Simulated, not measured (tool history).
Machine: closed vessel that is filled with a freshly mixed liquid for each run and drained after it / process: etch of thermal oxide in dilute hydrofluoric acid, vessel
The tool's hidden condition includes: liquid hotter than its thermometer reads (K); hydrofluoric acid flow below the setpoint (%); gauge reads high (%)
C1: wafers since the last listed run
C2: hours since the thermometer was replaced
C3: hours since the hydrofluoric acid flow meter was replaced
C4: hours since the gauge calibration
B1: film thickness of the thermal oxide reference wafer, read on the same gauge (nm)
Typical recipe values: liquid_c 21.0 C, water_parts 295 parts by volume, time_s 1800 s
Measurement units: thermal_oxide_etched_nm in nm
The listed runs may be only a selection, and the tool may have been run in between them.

{"run": 1, "hour": 0.0, "liquid_c": 21.0, "water_parts": 295, "time_s": 1800, "C1": 0, "C2": 1635.0, "C3": 382.3, "C4": 739.3, "B1": 110.01, "thermal_oxide_etched_nm": 17.33}
{"run": 2, "hour": 63.1, "liquid_c": 21.0, "water_parts": 295, "time_s": 1800, "C1": 2709, "C2": 1698.1, "C3": 445.4, "C4": 802.4, "B1": 109.99, "thermal_oxide_etched_nm": 17.08}
{"hour": 124.0, "done": "hydrofluoric acid flow meter replaced"}
{"run": 3, "hour": 133.7, "liquid_c": 19.5, "water_parts": 295, "time_s": 1800, "C1": 2989, "C2": 1768.7, "C3": 9.7, "C4": 873.0, "B1": 110.0, "thermal_oxide_etched_nm": 18.06}
{"run": 4, "hour": 192.3, "liquid_c": 19.5, "water_parts": 295, "time_s": 1800, "C1": 2516, "C2": 1827.3, "C3": 68.3, "C4": 931.6, "B1": 109.98, "thermal_oxide_etched_nm": 17.78}
{"run": 5, "hour": 297.9, "liquid_c": 21.0, "water_parts": 410, "time_s": 1800, "C1": 4535, "C2": 1932.9, "C3": 173.9, "C4": 1037.2, "B1": 109.99, "thermal_oxide_etched_nm": 11.83}
{"run": 6, "hour": 344.8, "liquid_c": 21.0, "water_parts": 410, "time_s": 1800, "C1": 2014, "C2": 1979.8, "C3": 220.8, "C4": 1084.1, "B1": 110.01, "thermal_oxide_etched_nm": 11.65}
{"hour": 367.9, "done": "gauge calibrated"}
{"run": 7, "hour": 426.7, "liquid_c": 21.0, "water_parts": 295, "time_s": 1800, "C1": 3517, "C2": 2061.7, "C3": 302.7, "C4": 58.8, "B1": 109.98, "thermal_oxide_etched_nm": 18.0}
{"hour": 489.1, "done": "thermometer replaced"}
{"run": 8, "hour": 521.3, "liquid_c": 21.0, "water_parts": 295, "time_s": 1800, "C1": 4019, "C2": 32.2, "C3": 397.3, "C4": 153.4, "B1": 110.0, "thermal_oxide_etched_nm": 17.52}

What will run 9 give?
{"hour": 577.5, "done": "hydrofluoric acid flow meter replaced"}
{"run": 9, "hour": 586.2, "liquid_c": 21.0, "water_parts": 295, "time_s": 2325, "C1": 2744, "C2": 97.1, "C3": 8.7, "C4": 218.3, "B1": "?", "thermal_oxide_etched_nm": "?"}

B1: 109.99
thermal_oxide_etched_nm: 24.70 nm
Were there no unlogged condition in the tool, this run, its random variation unchanged, would have produced thermal_oxide_etched_nm 24.80 nm.
